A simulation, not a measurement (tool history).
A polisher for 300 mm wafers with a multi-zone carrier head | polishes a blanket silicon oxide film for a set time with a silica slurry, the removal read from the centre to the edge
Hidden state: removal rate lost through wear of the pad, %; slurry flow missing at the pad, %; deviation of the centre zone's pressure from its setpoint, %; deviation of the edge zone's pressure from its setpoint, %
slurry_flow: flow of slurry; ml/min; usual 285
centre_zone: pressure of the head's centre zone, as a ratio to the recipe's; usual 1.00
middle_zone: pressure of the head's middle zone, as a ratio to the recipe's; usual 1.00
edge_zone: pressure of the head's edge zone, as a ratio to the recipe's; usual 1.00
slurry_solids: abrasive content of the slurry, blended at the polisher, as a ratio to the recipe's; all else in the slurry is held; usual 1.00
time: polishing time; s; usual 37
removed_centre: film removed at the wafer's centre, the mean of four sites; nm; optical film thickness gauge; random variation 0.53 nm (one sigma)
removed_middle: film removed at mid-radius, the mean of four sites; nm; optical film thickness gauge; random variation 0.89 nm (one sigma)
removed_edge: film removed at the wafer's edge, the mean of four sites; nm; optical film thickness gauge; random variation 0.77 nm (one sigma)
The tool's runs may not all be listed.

run     day  slurry_flow  centre_zone  middle_zone  edge_zone  slurry_solids  time  wafers since the last listed run  wafers polished on this pad  hours since the slurry nozzle was cleaned  hours since the centre zone pressure was calibrated  hours since the edge zone pressure was calibrated  hours since the carrier head's membrane was replaced  incoming thickness of the incoming film, nm  removed_centre  removed_middle  removed_edge
  1   0.000          285         1.00         0.91       1.00           1.00    37                                 0                          140                                      264.0                                                445.6                                              423.1                                                 167.7                                       1533.7            84.7            73.7          80.0
  2   0.825          310         1.00         1.00       1.00           0.80    37                               156                          297                                      283.8                                                465.4                                              442.9                                                 187.5                                       1561.9            74.5            72.0          70.8
  3   2.029          310         1.00         1.00       1.00           0.80    37                               228                          526                                      312.7                                                494.3                                              471.8                                                 216.4                                       1572.0            75.1            71.8          70.9
  4   5.204          285         1.00         0.96       1.00           1.00    37                               603                         1129                                      388.9                                                570.5                                              548.0                                                 292.6                                       1579.8            84.6            77.2          80.2
      6.050  -- slurry nozzle cleaned
  5   6.421          285         1.00         1.07       1.00           1.00    37                               223                         1353                                        8.9                                                599.7                                              577.2                                                 321.8                                       1560.3            84.6            85.3          80.4
      6.675  -- centre zone pressure recalibrated
      7.392  -- worn pad replaced by a new one
      7.729  -- edge zone pressure recalibrated
  6   7.750          285         1.00         1.07       1.00           1.00    37                               189                           52                                       40.8                                                 25.8                                                0.5                                                 353.7                                       1561.7            80.2            85.3          79.6
  7   8.429          360         0.95         0.90       1.00           1.00    37                               129                          181                                       57.1                                                 42.1                                               16.8                                                 370.0                                       1595.0            78.4            73.9          81.1
  8   9.592          285         1.00         1.00       1.00           1.00    37                               220                          402                                       85.0                                                 70.0                                               44.7                                                 397.9                                       1543.9            81.1            79.8          79.5
  9  10.821          190         1.05         0.95       1.09           1.00    37                               233                          635                                      114.5                                                 99.5                                               74.2                                                 427.4                                       1562.8            80.8            73.7          79.9
 10  11.567          285         1.04         1.04       1.00           1.00    49                               141                          777                                      132.4                                                117.4                                               92.1                                                 445.3                                       1529.9           111.9           110.6         104.8
 11  12.517          285         0.91         1.00       1.08           1.00    37                               180                          958                                      155.2                                                140.2                                              114.9                                                 468.1                                       1564.6            74.3            80.2          84.0
 12  13.808          205         1.00         1.09       1.11           0.85    37                               245                         1203                                      186.2                                                171.2                                              145.9                                                 499.1                                       1592.6            71.3            74.7          73.8
     14.779  -- carrier head's membrane replaced by a new one
     15.246  -- worn pad replaced by a new one
 13  15.267          285         1.00         1.00       1.12           1.00    46                               205                            4                                      221.2                                                206.2                                              180.9                                                  11.7                                       1552.9           101.8           101.6         105.0
 14  16.454          285         1.00         1.00       1.00           1.00    50                               225                          229                                      249.7                                                234.7                                              209.4                                                  40.2                                       1563.2           111.0           107.6         108.7
 15  17.071          285         1.00         1.12       1.04           1.00    37                               117                          346                                      264.5                                                249.5                                              224.2                                                  55.0                                       1551.3            82.9            87.4          80.7
 16  18.021          285         1.00         1.00       1.00           0.75    46                               180                          527                                      287.3                                                272.3                                              247.0                                                  77.8                                       1527.6            88.1            85.9          82.2
 17  19.371          285         1.00         1.00       1.00           0.70    37                               256                          783                                      319.7                                                304.7                                              279.4                                                 110.2                                       1572.2            66.8            64.4          64.5
 18  20.038          285         1.00         1.00       1.00           1.00    37                               126                          910                                      335.7                                                320.7                                              295.4                                                 126.2                                       1581.7            83.3            80.3          79.3
 19  21.058          285         1.05         0.93       1.00           1.15    28                               193                         1104                                      360.2                                                345.2                                              319.9                                                 150.7                                       1576.6            71.3            62.3          64.7
     21.671  -- worn pad replaced by a new one
 20  22.192          285         1.00         1.00       1.11           1.00    37                               183                           99                                      387.4                                                372.4                                              347.1                                                 177.9                                       1592.6            83.9            80.7          82.2
 21  23.308          285         1.00         1.03       1.11           1.00    37                               212                          311                                      414.2                                                399.2                                              373.9                                                 204.7                                       1545.1            84.4            81.3          82.5

Forecast run 22:
 22  24.367          285         0.91         0.91       1.00           1.00    37                               201                          512                                      439.6                                                424.6                                              399.3                                                 230.1                                       1554.7               ?               ?             ?

{"run 22": {"removed_centre": 76.9, "removed_middle": 76.2, "removed_edge": 80.2}}
Without the tool's hidden state the same run would have given removed_centre 72.8 nm, removed_middle 76.2 nm, removed_edge 80.2 nm.
